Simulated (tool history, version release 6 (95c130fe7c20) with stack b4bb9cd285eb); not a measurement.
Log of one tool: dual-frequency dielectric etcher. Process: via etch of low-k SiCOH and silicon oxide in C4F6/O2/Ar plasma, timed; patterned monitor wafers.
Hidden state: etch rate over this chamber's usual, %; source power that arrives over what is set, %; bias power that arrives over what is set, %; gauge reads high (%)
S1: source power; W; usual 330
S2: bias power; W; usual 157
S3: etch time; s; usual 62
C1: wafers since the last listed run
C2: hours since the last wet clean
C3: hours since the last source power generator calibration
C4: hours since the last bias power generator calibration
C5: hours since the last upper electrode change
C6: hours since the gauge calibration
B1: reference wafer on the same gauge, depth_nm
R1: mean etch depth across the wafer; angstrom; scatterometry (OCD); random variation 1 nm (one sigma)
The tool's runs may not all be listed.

run     day   S1   S2    S3   C1     C2      C3      C4      C5     C6     B1    R1
  1       0  330  157  70.5    0  310.9  2111.4  3959.8  2640.8  632.6  148.2  1809
  2   0.608  330  157    62  122  325.5    2126  3974.4  2655.4  647.2  147.9  1599
  3   1.575  330  157    62  194  348.7  2149.2  3997.6  2678.6  670.4  147.7  1602
      1.933  -- gauge calibrated
  4   2.171  330  157    62  119    363  2163.5  4011.9  2692.9    5.7  147.8  1603
  5   2.908  330  157    62  148  380.7  2181.2  4029.6  2710.6   23.4  147.3  1590
      3.533  -- source power generator calibrated
  6   3.554  330  157    62   96  396.2     0.5  4045.1  2726.1   38.9  148.1  1613
  7   4.038  330  157    62   97  407.8    12.1  4056.7  2737.7   50.5  148.1  1604
  8   4.575  330  157    62  108  420.7      25  4069.6  2750.6   63.4  148.7  1627
      5.854  -- upper electrode replaced
      5.879  -- wet clean of the chamber
  9     5.9  330  157    62   59    0.5    56.8  4101.4     1.1   95.2  148.1  1536
 10   5.917  330  157    62    3    0.9    57.2  4101.8     1.5   95.6  147.6  1526
 11   5.929  330  168    51    2    1.2    57.5  4102.1     1.8   95.9  148.1  1308
 12   6.033  330  157    62   20    3.7      60  4104.6     4.3   98.4    148  1529
 13   6.633  290  193    80  120   18.1    74.4    4119    18.7  112.8  147.8  2045
 14   7.229  290  157    62  119   32.4    88.7  4133.3      33  127.1  147.8  1451
 15   7.846  330  157    62  123   47.2   103.5  4148.1    47.8  141.9  147.7  1549
 16   8.483  370  120  54.5  128   62.5   118.8  4163.4    63.1  157.2  148.3  1269
 17   8.812  280  143    62   66   70.4   126.7  4171.3      71  165.1  147.9  1369
 18   9.488  330  147    74  135   86.6   142.9  4187.5    87.2  181.3  147.8  1816
 19   9.883  310  169    62   79   96.1   152.4    4197    96.7  190.8  148.1  1558
     10.058  -- bias power generator calibrated
 20  10.412  330  157    62   72  108.8   165.1     8.5   109.4  203.5  148.1  1550
 21  11.088  300  157  76.5  135    125   181.3    24.7   125.6  219.7  148.5  1837
 22  11.758  370  129    62  134  141.1   197.4    40.8   141.7  235.8  148.4  1496
 23  12.429  330  157    62  134  157.2   213.5    56.9   157.8  251.9  147.9  1570
 24  13.125  330  157    62  139  173.9   230.2    73.6   174.5  268.6    148  1562
 25  13.871  300  172    56  149  191.8   248.1    91.5   192.4  286.5  148.2  1422
 26  14.296  330  157    62   85    202   258.3   101.7   202.6  296.7  148.3  1564
 27  14.621  350  157    62   65  209.8   266.1   109.5   210.4  304.5  147.7  1620
 28  14.904  260  137    57   56  216.6   272.9   116.3   217.2  311.3  147.9  1230
 29  15.212  330  157    62   61    224   280.3   123.7   224.6  318.7  147.5  1569
 30  15.512  370  189    52   60  231.2   287.5   130.9   231.8  325.9  147.9  1502

What the log doesn't show, run by run:
source power that arrives over what is set, %: 0 in every run
bias power that arrives over what is set, %: 0 in every run
gauge reads high (%): 0 in every run
H1: etch rate over this chamber's usual, %
run      H1
  1    3.59
  2    3.77
  3    4.04
  4    4.21
  5    4.42
  6     4.6
  7    4.74
  8     4.9
  9  -0.489
 10  -0.484
 11   -0.48
 12  -0.451
 13   -0.28
 14   -0.11
 15  0.0652
 16   0.247
 17    0.34
 18   0.532
 19   0.645
 20   0.796
 21   0.988
 22    1.18
 23    1.37
 24    1.57
 25    1.78
 26     1.9
 27    1.99
 28    2.07
 29    2.16
 30    2.25

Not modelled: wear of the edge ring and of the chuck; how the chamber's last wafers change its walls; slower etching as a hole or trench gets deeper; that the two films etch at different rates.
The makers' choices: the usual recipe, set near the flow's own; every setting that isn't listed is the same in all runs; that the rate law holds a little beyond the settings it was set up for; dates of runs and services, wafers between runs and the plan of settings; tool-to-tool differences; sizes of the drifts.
